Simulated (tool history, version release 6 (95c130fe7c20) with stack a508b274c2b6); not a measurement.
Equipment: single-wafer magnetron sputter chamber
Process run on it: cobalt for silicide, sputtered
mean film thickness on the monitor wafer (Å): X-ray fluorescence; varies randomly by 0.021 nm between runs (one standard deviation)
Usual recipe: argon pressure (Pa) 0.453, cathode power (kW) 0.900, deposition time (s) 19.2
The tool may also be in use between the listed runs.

run,day,argon pressure (Pa),cathode power (kW),deposition time (s),wafers since the last listed run,wafers on the sputter target,hours since the last manometer calibration,hours since the magnet pack was replaced,hours since the gauge calibration,"read-back reference wafer on the same gauge, thickness_nm",mean film thickness on the monitor wafer (Å)
1,0.000,0.453,0.900,19.2,0,4165,585.2,9074.1,614.2,10.516,88.87
2,2.879,0.453,0.900,19.2,2009,6174,654.3,9143.2,683.3,10.524,88.49
3,6.938,0.453,0.900,19.2,2832,9007,751.7,9240.6,780.7,10.525,87.64
4,11.279,0.560,0.900,19.2,3030,12037,855.9,9344.8,884.9,10.525,84.63
5,12.921,0.560,0.900,19.2,1145,13183,895.3,9384.2,924.3,10.517,84.62
# day 13.388: sputter target and shields replaced
6,16.350,0.453,1.000,19.2,2160,2069,977.6,9466.5,1006.6,10.519,98.99
7,18.642,0.453,1.000,19.2,1599,3668,1032.6,9521.5,1061.6,10.527,98.65
8,21.479,0.328,0.900,19.2,1980,5649,1100.7,9589.6,1129.7,10.520,92.50
9,23.467,0.328,0.900,19.2,1387,7036,1148.4,9637.3,1177.4,10.522,92.15
10,30.546,0.453,0.900,22.0,4941,11977,1318.3,9807.2,1347.3,10.517,100.84
# day 32.779: gauge calibrated
11,33.667,0.453,0.900,22.0,2178,14155,1393.2,9882.1,21.3,10.520,100.39
# day 34.608: sputter target and shields replaced
# day 40.125: magnet pack replaced
12,40.146,0.453,0.900,21.9,4057,3632,1548.7,0.5,176.8,10.518,101.92
13,43.583,0.453,0.900,21.9,2399,6032,1631.2,83.0,259.3,10.519,102.05
14,51.312,0.453,0.900,21.9,5394,11427,1816.7,268.5,444.8,10.521,101.41
# day 53.283: sputter target and shields replaced
15,55.592,0.453,0.900,19.2,2754,1609,1919.4,371.2,547.5,10.518,90.33
16,59.462,0.579,1.000,21.3,2701,4311,2012.3,464.1,640.4,10.516,107.31
17,61.283,0.537,1.050,16.0,1270,5582,2056.0,507.8,684.1,10.521,85.86
18,64.925,0.541,1.100,19.2,2541,8124,2143.4,595.2,771.5,10.523,107.81
# day 66.792: capacitance manometer re-zeroed and calibrated
# day 74.283: sputter target and shields replaced
19,74.967,0.453,0.900,19.2,6543,476,196.2,836.2,1012.5,10.520,89.12
20,78.712,0.453,0.900,19.2,2614,3091,286.1,926.1,1102.4,10.517,88.63
21,83.112,0.285,0.900,17.8,3071,6162,391.7,1031.7,1208.0,10.520,86.75
22,86.954,0.311,1.000,19.2,2681,8843,483.9,1123.9,1300.2,10.520,102.63
23,89.479,0.402,0.900,19.2,1762,10606,544.5,1184.5,1360.8,10.522,89.44
# day 89.662: gauge calibrated
# day 92.429: sputter target and shields replaced
24,92.450,0.344,0.800,22.4,1840,14,615.8,1255.8,66.9,10.512,95.89
25,96.642,0.564,0.750,21.0,2925,2939,716.4,1356.4,167.5,10.520,78.35
26,99.592,0.360,0.900,21.3,2059,4998,787.2,1427.2,238.3,10.521,101.21
27,102.396,0.516,0.800,19.2,1957,6956,854.5,1494.5,305.6,10.520,76.91
28,104.371,0.378,1.050,20.9,1378,8334,901.9,1541.9,353.0,10.517,114.52
29,106.158,0.453,1.050,15.8,1247,9582,944.8,1584.8,395.9,10.523,84.50

Here are 4 independent what-if runs from the current tool condition. What would each one return?
A,106.175,0.453,0.900,17.0,11,9594,945.2,1585.2,396.3,?,?
B,106.175,0.612,0.900,19.2,11,9594,945.2,1585.2,396.3,?,?
C,106.175,0.332,0.900,23.0,11,9594,945.2,1585.2,396.3,?,?
D,106.175,0.622,0.900,17.0,11,9594,945.2,1585.2,396.3,?,?

run,"read-back reference wafer on the same gauge, thickness_nm",mean film thickness on the monitor wafer (Å)
A,10.525,77.85
B,10.525,83.71
C,10.525,109.40
D,10.525,73.89
With no hidden state in the tool, these same runs would have given:
run,mean film thickness on the monitor wafer (Å)
A,78.80
B,84.61
C,110.86
D,74.68
